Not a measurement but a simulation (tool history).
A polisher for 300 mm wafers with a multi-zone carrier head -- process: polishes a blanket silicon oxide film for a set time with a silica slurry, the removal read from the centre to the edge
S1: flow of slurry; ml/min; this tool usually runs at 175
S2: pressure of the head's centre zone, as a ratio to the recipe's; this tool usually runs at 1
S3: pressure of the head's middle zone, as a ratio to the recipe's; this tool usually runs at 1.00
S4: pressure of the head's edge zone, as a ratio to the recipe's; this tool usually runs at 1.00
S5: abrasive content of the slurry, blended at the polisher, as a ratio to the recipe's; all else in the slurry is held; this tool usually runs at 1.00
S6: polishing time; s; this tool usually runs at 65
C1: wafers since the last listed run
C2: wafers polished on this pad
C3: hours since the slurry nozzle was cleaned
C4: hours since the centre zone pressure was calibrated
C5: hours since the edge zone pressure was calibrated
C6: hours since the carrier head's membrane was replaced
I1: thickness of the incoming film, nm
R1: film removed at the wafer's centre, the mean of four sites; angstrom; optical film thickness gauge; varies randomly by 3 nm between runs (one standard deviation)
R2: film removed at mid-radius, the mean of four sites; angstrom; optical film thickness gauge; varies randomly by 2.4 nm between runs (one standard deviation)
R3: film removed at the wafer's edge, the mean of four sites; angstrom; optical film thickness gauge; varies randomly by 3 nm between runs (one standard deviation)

run	hour	S1	S2	S3	S4	S5	S6	C1	C2	C3	C4	C5	C6	I1	R1	R2	R3
1	0.0	175	1	1.00	1.00	1.00	65	0	2551	351.1	172.1	1034.2	151.9	840.8	2326	2411	2354
# hour 72.2: slurry nozzle cleaned
2	79.1	175	1	1.00	1.00	1.00	65	850	3401	6.9	251.2	1113.3	231.0	830.5	2385	2442	2361
# hour 133.8: worn pad replaced by a new one
3	153.4	175	1	1.00	1.00	1.10	65	765	213	81.2	325.5	1187.6	305.3	838.6	2447	2517	2491
4	204.4	175	1	1.00	1.00	1.10	65	555	769	132.2	376.5	1238.6	356.3	836.5	2449	2567	2467
5	287.1	175	1	1.00	1.00	1.10	65	900	1669	214.9	459.2	1321.3	439.0	855.3	2419	2499	2416
6	371.8	175	1	1.00	1.00	1.00	65	922	2592	299.6	543.9	1406.0	523.7	837.7	2274	2432	2300
# hour 405.6: edge zone pressure recalibrated
# hour 406.5: slurry nozzle cleaned
7	450.5	175	1	1.00	1.00	1.00	65	825	3417	44.0	622.6	44.9	602.4	830.6	2294	2479	2354
8	503.5	175	1	1.00	1.00	1.00	65	577	3995	97.0	675.6	97.9	655.4	839.3	2271	2469	2400
# hour 525.5: worn pad replaced by a new one
9	563.7	175	1	0.96	1.00	1.25	65	612	416	157.2	735.8	158.1	715.6	842.1	2533	2616	2554
# hour 797.1: slurry nozzle cleaned
10	804.5	120	1	1.08	1.00	1.00	65	2611	3027	7.4	976.6	398.9	956.4	845.7	2152	2436	2245
# hour 866.6: worn pad replaced by a new one
11	903.9	175	1	1.00	0.94	1.00	50	1038	406	106.8	1076.0	498.3	1055.8	837.4	1741	1873	1732
# hour 928.9: centre zone pressure recalibrated
# hour 976.0: carrier head's membrane replaced by a new one
12	986.5	175	1	1.00	1.00	1.00	65	823	1229	189.4	57.6	580.9	10.5	835.4	2313	2427	2391

Run 13 comes next. What will it give?
13	1066.9	175	1	1.00	1.00	1.00	65	875	2105	269.8	138.0	661.3	90.9	855.1	?	?	?

R1: 2315 angstrom
R2: 2448 angstrom
R3: 2362 angstrom
On a tool with no hidden condition, and with the same random variation, this run would have come out at R1 2315 angstrom, R2 2448 angstrom, R3 2362 angstrom.
